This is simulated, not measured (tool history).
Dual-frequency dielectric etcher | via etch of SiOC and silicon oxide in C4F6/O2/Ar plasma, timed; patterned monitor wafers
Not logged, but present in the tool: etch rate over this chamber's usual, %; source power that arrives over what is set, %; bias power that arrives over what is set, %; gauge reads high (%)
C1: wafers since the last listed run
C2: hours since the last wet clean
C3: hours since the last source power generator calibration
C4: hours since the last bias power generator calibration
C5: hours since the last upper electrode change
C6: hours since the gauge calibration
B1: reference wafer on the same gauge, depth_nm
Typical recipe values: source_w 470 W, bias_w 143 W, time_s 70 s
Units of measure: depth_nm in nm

{"run": 1, "hour": 0.0, "source_w": 440, "bias_w": 143, "time_s": 54, "C1": 0, "C2": 115.9, "C3": 867, "C4": 1450.5, "C5": 3485, "C6": 1604.3, "B1": 77.7, "depth_nm": 59.8}
{"run": 2, "hour": 59.1, "source_w": 440, "bias_w": 143, "time_s": 54, "C1": 881, "C2": 175, "C3": 926.1, "C4": 1509.6, "C5": 3544.1, "C6": 1663.4, "B1": 77.6, "depth_nm": 59.3}
{"run": 3, "hour": 127.0, "source_w": 470, "bias_w": 143, "time_s": 76.5, "C1": 1012, "C2": 242.9, "C3": 994, "C4": 1577.5, "C5": 3612, "C6": 1731.3, "B1": 77.6, "depth_nm": 85}
{"run": 4, "hour": 222.8, "source_w": 470, "bias_w": 143, "time_s": 76.5, "C1": 1428, "C2": 338.7, "C3": 1089.8, "C4": 1673.3, "C5": 3707.8, "C6": 1827.1, "B1": 77.5, "depth_nm": 84.2}
{"run": 5, "hour": 266.2, "source_w": 470, "bias_w": 143, "time_s": 76.5, "C1": 647, "C2": 382.1, "C3": 1133.2, "C4": 1716.7, "C5": 3751.2, "C6": 1870.5, "B1": 77.7, "depth_nm": 83.9}
{"run": 6, "hour": 333.6, "source_w": 560, "bias_w": 143, "time_s": 70, "C1": 1005, "C2": 449.5, "C3": 1200.6, "C4": 1784.1, "C5": 3818.6, "C6": 1937.9, "B1": 77.6, "depth_nm": 79.6}
{"run": 7, "hour": 419.4, "source_w": 560, "bias_w": 143, "time_s": 70, "C1": 1279, "C2": 535.3, "C3": 1286.4, "C4": 1869.9, "C5": 3904.4, "C6": 2023.7, "B1": 77.6, "depth_nm": 79.5}
{"run": 8, "hour": 525.1, "source_w": 560, "bias_w": 143, "time_s": 70, "C1": 1576, "C2": 641, "C3": 1392.1, "C4": 1975.6, "C5": 4010.1, "C6": 2129.4, "B1": 77.6, "depth_nm": 78.5}
{"run": 9, "hour": 571.8, "source_w": 470, "bias_w": 143, "time_s": 70, "C1": 696, "C2": 687.7, "C3": 1438.8, "C4": 2022.3, "C5": 4056.8, "C6": 2176.1, "B1": 77.6, "depth_nm": 74.9}
{"hour": 599.3, "done": "wet clean of the chamber"}
{"run": 10, "hour": 619.4, "source_w": 470, "bias_w": 143, "time_s": 59, "C1": 351, "C2": 20.1, "C3": 1486.4, "C4": 2069.9, "C5": 4104.4, "C6": 2223.7, "B1": 77.7, "depth_nm": 67.1}
{"run": 11, "hour": 671.2, "source_w": 560, "bias_w": 143, "time_s": 70, "C1": 772, "C2": 71.9, "C3": 1538.2, "C4": 2121.7, "C5": 4156.2, "C6": 2275.5, "B1": 77.5, "depth_nm": 83.2}
{"run": 12, "hour": 772.0, "source_w": 470, "bias_w": 178, "time_s": 80, "C1": 1503, "C2": 172.7, "C3": 1639, "C4": 2222.5, "C5": 4257, "C6": 2376.3, "B1": 77.6, "depth_nm": 95.9}
{"run": 13, "hour": 870.3, "source_w": 420, "bias_w": 127, "time_s": 85, "C1": 1465, "C2": 271, "C3": 1737.3, "C4": 2320.8, "C5": 4355.3, "C6": 2474.6, "B1": 77.6, "depth_nm": 90}
{"run": 14, "hour": 930.1, "source_w": 470, "bias_w": 143, "time_s": 70, "C1": 891, "C2": 330.8, "C3": 1797.1, "C4": 2380.6, "C5": 4415.1, "C6": 2534.4, "B1": 77.6, "depth_nm": 77.2}
{"run": 15, "hour": 1037.9, "source_w": 550, "bias_w": 122, "time_s": 60, "C1": 1607, "C2": 438.6, "C3": 1904.9, "C4": 2488.4, "C5": 4522.9, "C6": 2642.2, "B1": 77.6, "depth_nm": 66.2}
{"run": 16, "hour": 1091.5, "source_w": 420, "bias_w": 143, "time_s": 83.5, "C1": 799, "C2": 492.2, "C3": 1958.5, "C4": 2542, "C5": 4576.5, "C6": 2695.8, "B1": 77.7, "depth_nm": 89.7}
{"run": 17, "hour": 1195.2, "source_w": 560, "bias_w": 143, "time_s": 70, "C1": 1546, "C2": 595.9, "C3": 2062.2, "C4": 2645.7, "C5": 4680.2, "C6": 2799.5, "B1": 77.5, "depth_nm": 79.9}
{"run": 18, "hour": 1253.1, "source_w": 570, "bias_w": 154, "time_s": 89, "C1": 863, "C2": 653.8, "C3": 2120.1, "C4": 2703.6, "C5": 4738.1, "C6": 2857.4, "B1": 77.8, "depth_nm": 103.5}
{"hour": 1287.0, "done": "wet clean of the chamber"}
{"run": 19, "hour": 1307.0, "source_w": 550, "bias_w": 143, "time_s": 83.5, "C1": 445, "C2": 20, "C3": 2174, "C4": 2757.5, "C5": 4792, "C6": 2911.3, "B1": 77.6, "depth_nm": 97.4}
{"hour": 1377.5, "done": "gauge calibrated"}
{"run": 20, "hour": 1495.7, "source_w": 430, "bias_w": 123, "time_s": 56.5, "C1": 2813, "C2": 208.7, "C3": 2362.7, "C4": 2946.2, "C5": 4980.7, "C6": 118.2, "B1": 77.6, "depth_nm": 59}
{"hour": 1505.6, "done": "bias power generator calibrated"}
{"hour": 1535.2, "done": "upper electrode replaced"}
{"run": 21, "hour": 1589.1, "source_w": 470, "bias_w": 143, "time_s": 70, "C1": 975, "C2": 302.1, "C3": 2456.1, "C4": 83.5, "C5": 53.9, "C6": 211.6, "B1": 77.6, "depth_nm": 77.2}
{"hour": 1677.9, "done": "source power generator calibrated"}
{"run": 22, "hour": 1854.7, "source_w": 470, "bias_w": 170, "time_s": 91, "C1": 3901, "C2": 567.7, "C3": 176.8, "C4": 349.1, "C5": 319.5, "C6": 477.2, "B1": 77.6, "depth_nm": 103.2}
{"hour": 1975.6, "done": "wet clean of the chamber"}
{"run": 23, "hour": 2155.9, "source_w": 470, "bias_w": 143, "time_s": 70, "C1": 4133, "C2": 180.3, "C3": 478, "C4": 650.3, "C5": 620.7, "C6": 778.4, "B1": 77.6, "depth_nm": 78.6}
{"run": 24, "hour": 2253.2, "source_w": 470, "bias_w": 158, "time_s": 85.5, "C1": 1450, "C2": 277.6, "C3": 575.3, "C4": 747.6, "C5": 718, "C6": 875.7, "B1": 77.6, "depth_nm": 97.8}
{"run": 25, "hour": 2311.2, "source_w": 420, "bias_w": 153, "time_s": 52.5, "C1": 864, "C2": 335.6, "C3": 633.3, "C4": 805.6, "C5": 776, "C6": 933.7, "B1": 77.5, "depth_nm": 57.5}
{"run": 26, "hour": 2397.5, "source_w": 530, "bias_w": 129, "time_s": 82.5, "C1": 1286, "C2": 421.9, "C3": 719.6, "C4": 891.9, "C5": 862.3, "C6": 1020, "B1": 77.7, "depth_nm": 90.2}
{"run": 27, "hour": 2493.4, "source_w": 470, "bias_w": 143, "time_s": 70, "C1": 1430, "C2": 517.8, "C3": 815.5, "C4": 987.8, "C5": 958.2, "C6": 1115.9, "B1": 77.6, "depth_nm": 75.9}
{"hour": 2584.8, "done": "wet clean of the chamber"}
{"run": 28, "hour": 2585.3, "source_w": 350, "bias_w": 177, "time_s": 56, "C1": 1012, "C2": 0.5, "C3": 907.4, "C4": 1079.7, "C5": 1050.1, "C6": 1207.8, "B1": 77.7, "depth_nm": 63.5}
{"run": 29, "hour": 2682.2, "source_w": 420, "bias_w": 109, "time_s": 70, "C1": 1444, "C2": 97.4, "C3": 1004.3, "C4": 1176.6, "C5": 1147, "C6": 1304.7, "B1": 77.6, "depth_nm": 71.5}

Alternative continuations, all from the tool just after run 29; predict every row:
{"run": "A", "hour": 2682.6, "source_w": 470, "bias_w": 143, "time_s": 70, "C1": 5, "C2": 97.8, "C3": 1004.7, "C4": 1177, "C5": 1147.4, "C6": 1305.1, "B1": "?", "depth_nm": "?"}
{"run": "B", "hour": 2682.6, "source_w": 470, "bias_w": 134, "time_s": 84.5, "C1": 5, "C2": 97.8, "C3": 1004.7, "C4": 1177, "C5": 1147.4, "C6": 1305.1, "B1": "?", "depth_nm": "?"}
{"run": "C", "hour": 2682.6, "source_w": 540, "bias_w": 143, "time_s": 70, "C1": 5, "C2": 97.8, "C3": 1004.7, "C4": 1177, "C5": 1147.4, "C6": 1305.1, "B1": "?", "depth_nm": "?"}
{"run": "D", "hour": 2682.6, "source_w": 590, "bias_w": 174, "time_s": 52.5, "C1": 5, "C2": 97.8, "C3": 1004.7, "C4": 1177, "C5": 1147.4, "C6": 1305.1, "B1": "?", "depth_nm": "?"}

run=A B1=77.5 depth_nm=79
run=B B1=77.5 depth_nm=93.7
run=C B1=77.5 depth_nm=81.6
run=D B1=77.5 depth_nm=66
Stripped of hidden state, with their random variation kept, the same runs would have yielded:
run=A depth_nm=79.4
run=B depth_nm=94.2
run=C depth_nm=82
run=D depth_nm=66.3

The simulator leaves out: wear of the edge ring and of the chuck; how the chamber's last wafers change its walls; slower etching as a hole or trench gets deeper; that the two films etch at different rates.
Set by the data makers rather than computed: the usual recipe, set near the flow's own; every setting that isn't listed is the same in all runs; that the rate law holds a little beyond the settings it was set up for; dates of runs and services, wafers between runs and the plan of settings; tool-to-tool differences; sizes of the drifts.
